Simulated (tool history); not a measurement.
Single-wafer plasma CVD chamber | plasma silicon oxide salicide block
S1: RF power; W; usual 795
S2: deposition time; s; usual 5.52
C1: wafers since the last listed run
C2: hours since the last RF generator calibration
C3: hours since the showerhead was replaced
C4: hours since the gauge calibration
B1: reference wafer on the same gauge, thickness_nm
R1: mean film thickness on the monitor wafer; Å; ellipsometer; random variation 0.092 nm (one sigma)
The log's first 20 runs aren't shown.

{"run": 21, "hour": 256.8, "S1": 795, "S2": 4.9, "C1": 383, "C2": 91.8, "C3": 68, "C4": 443, "B1": 59.407, "R1": 543.84}
{"run": 22, "hour": 265.9, "S1": 665, "S2": 5.1, "C1": 210, "C2": 100.9, "C3": 77.1, "C4": 452.1, "B1": 59.405, "R1": 541.68}
{"hour": 278.7, "done": "gauge calibrated"}
{"run": 23, "hour": 281.1, "S1": 795, "S2": 4.79, "C1": 350, "C2": 116.1, "C3": 92.3, "C4": 2.4, "B1": 59.396, "R1": 528.52}
{"run": 24, "hour": 298.6, "S1": 655, "S2": 4.67, "C1": 403, "C2": 133.6, "C3": 109.8, "C4": 19.9, "B1": 59.401, "R1": 493.93}
{"run": 25, "hour": 314.9, "S1": 635, "S2": 5.52, "C1": 376, "C2": 149.9, "C3": 126.1, "C4": 36.2, "B1": 59.405, "R1": 580.34}
{"run": 26, "hour": 323.1, "S1": 710, "S2": 5.92, "C1": 189, "C2": 158.1, "C3": 134.3, "C4": 44.4, "B1": 59.389, "R1": 637.68}
{"run": 27, "hour": 332.0, "S1": 950, "S2": 4.51, "C1": 205, "C2": 167, "C3": 143.2, "C4": 53.3, "B1": 59.408, "R1": 521.59}
{"run": 28, "hour": 344.2, "S1": 795, "S2": 5.52, "C1": 281, "C2": 179.2, "C3": 155.4, "C4": 65.5, "B1": 59.375, "R1": 609.98}
{"run": 29, "hour": 353.7, "S1": 685, "S2": 4.84, "C1": 219, "C2": 188.7, "C3": 164.9, "C4": 75, "B1": 59.399, "R1": 516.06}
{"run": 30, "hour": 367.8, "S1": 945, "S2": 6.37, "C1": 325, "C2": 202.8, "C3": 179, "C4": 89.1, "B1": 59.396, "R1": 734.84}
{"run": 31, "hour": 381.9, "S1": 795, "S2": 5.52, "C1": 325, "C2": 216.9, "C3": 193.1, "C4": 103.2, "B1": 59.422, "R1": 610.82}
{"run": 32, "hour": 390.4, "S1": 795, "S2": 5.52, "C1": 196, "C2": 225.4, "C3": 201.6, "C4": 111.7, "B1": 59.394, "R1": 610.53}
{"run": 33, "hour": 405.1, "S1": 920, "S2": 6.14, "C1": 339, "C2": 240.1, "C3": 216.3, "C4": 126.4, "B1": 59.411, "R1": 703.97}
{"run": 34, "hour": 415.1, "S1": 660, "S2": 4.52, "C1": 230, "C2": 250.1, "C3": 226.3, "C4": 136.4, "B1": 59.398, "R1": 479.4}

Forecast each of these 3 alternatives for the next run:
{"run": "A", "hour": 415.5, "S1": 795, "S2": 5.8, "C1": 9, "C2": 250.5, "C3": 226.7, "C4": 136.8, "B1": "?", "R1": "?"}
{"run": "B", "hour": 415.5, "S1": 935, "S2": 4.72, "C1": 9, "C2": 250.5, "C3": 226.7, "C4": 136.8, "B1": "?", "R1": "?"}
{"run": "C", "hour": 415.5, "S1": 915, "S2": 5.19, "C1": 9, "C2": 250.5, "C3": 226.7, "C4": 136.8, "B1": "?", "R1": "?"}

run=A B1=59.394 R1=642.3
run=B B1=59.394 R1=543.52
run=C B1=59.394 R1=594.49
Without the tool's hidden state the same runs would have given:
run=A R1=642.3
run=B R1=543.52
run=C R1=594.49
